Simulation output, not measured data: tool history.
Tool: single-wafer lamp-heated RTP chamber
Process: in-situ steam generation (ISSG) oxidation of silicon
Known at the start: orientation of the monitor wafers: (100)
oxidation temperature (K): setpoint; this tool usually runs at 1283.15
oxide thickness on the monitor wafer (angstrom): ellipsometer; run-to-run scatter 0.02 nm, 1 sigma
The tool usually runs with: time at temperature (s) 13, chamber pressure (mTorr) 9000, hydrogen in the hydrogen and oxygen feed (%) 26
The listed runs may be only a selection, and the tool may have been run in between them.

run	day	oxidation temperature (K)	time at temperature (s)	chamber pressure (mTorr)	hydrogen in the hydrogen and oxygen feed (%)	wafers since the last listed run	wafers since the last pyrometer calibration	hours since the pressure gauge was zeroed	hours since the hydrogen flow controller was replaced	hours since the gauge calibration	read-back reference wafer on the same gauge, thickness	oxide thickness on the monitor wafer (angstrom)
1	0	1283.15	13	9000	26	0	2845	4560.8	2270.4	382.7	4.51	43.45
2	0.767	1283.15	13	9000	26	237	3083	4579.2	2288.8	401.1	4.509	43.49
3	1.571	1283.15	13	9000	26	249	3333	4598.5	2308.1	420.4	4.506	43.57
4	2.083	1283.15	13	9000	26	159	3492	4610.8	2320.4	432.7	4.507	43.84
5	5.671	1274.15	15	9000	26	1113	4605	4696.9	2406.5	518.8	4.51	44.88
6	6.875	1283.15	9	9000	32	373	4979	4725.8	2435.4	547.7	4.508	39.56
7	7.833	1283.15	9	9000	32	297	5276	4748.8	2458.4	570.7	4.512	39.6
8	8.675	1283.15	10	9000	23	261	5538	4769	2478.6	590.9	4.509	37.72
9	9.6	1283.15	10	9000	23	287	5825	4791.2	2500.8	613.1	4.504	37.75
# day 10.533: gauge calibrated
10	10.888	1283.15	13	9000	26	399	6224	4822.1	2531.7	8.5	4.509	43.78
# day 11.671: pressure gauge zeroed
11	12.112	1283.15	13	9000	26	276	6501	10.6	2561.1	37.9	4.513	43.81
12	13.042	1283.15	13	9000	26	288	6789	32.9	2583.4	60.2	4.512	43.85
# day 13.446: pyrometer window cleaned and pyrometer calibrated
13	14.058	1283.15	8	9700	26	212	190	57.3	2607.8	84.6	4.514	35.05
14	15.133	1283.15	13	9000	26	333	524	83.1	2633.6	110.4	4.514	43.8
15	16.088	1270.15	13	8400	26	296	820	106	2656.5	133.3	4.504	42.28
# day 16.579: hydrogen flow controller replaced
16	16.9	1270.15	13	9000	26	148	968	125.5	7.7	152.8	4.508	41.49
17	18.246	1283.15	13	10200	26	417	1386	157.8	40	185.1	4.506	42.92
18	18.775	1299.15	8	8400	32	164	1550	170.5	52.7	197.8	4.509	40.18
19	19.821	1270.15	13	9000	26	324	1875	195.6	77.8	222.9	4.509	41.67
20	20.958	1283.15	13	9000	26	353	2228	222.9	105.1	250.2	4.514	43.96
21	22.279	1269.15	17	7800	31	409	2638	254.6	136.8	281.9	4.513	49.46
22	23.692	1283.15	11	9000	26	438	3076	288.5	170.7	315.8	4.514	40.59
23	24.212	1283.15	10	9000	26	161	3238	301	183.2	328.3	4.515	39.11
24	25.25	1283.15	13	9000	26	321	3560	325.9	208.1	353.2	4.509	43.74
25	25.862	1283.15	13	9000	26	190	3750	340.6	222.8	367.9	4.511	43.65

4 ways to go on from here, each from the tool as it stands after run 25. What would each give?
A	25.879	1289.15	13	9000	26	5	3755	341	223.2	368.3	?	?
B	25.879	1290.15	11	10200	19	5	3755	341	223.2	368.3	?	?
C	25.879	1267.15	16	9400	32	5	3755	341	223.2	368.3	?	?
D	25.879	1300.15	13	7800	26	5	3755	341	223.2	368.3	?	?

run	read-back reference wafer on the same gauge, thickness	oxide thickness on the monitor wafer (angstrom)
A	4.516	44.38
B	4.516	37.52
C	4.516	46.7
D	4.516	46.97
The same runs, with their run-to-run variation unchanged, on a tool lacking any hidden condition would have given:
run	oxide thickness on the monitor wafer (angstrom)
A	44.38
B	37.52
C	46.7
D	46.97

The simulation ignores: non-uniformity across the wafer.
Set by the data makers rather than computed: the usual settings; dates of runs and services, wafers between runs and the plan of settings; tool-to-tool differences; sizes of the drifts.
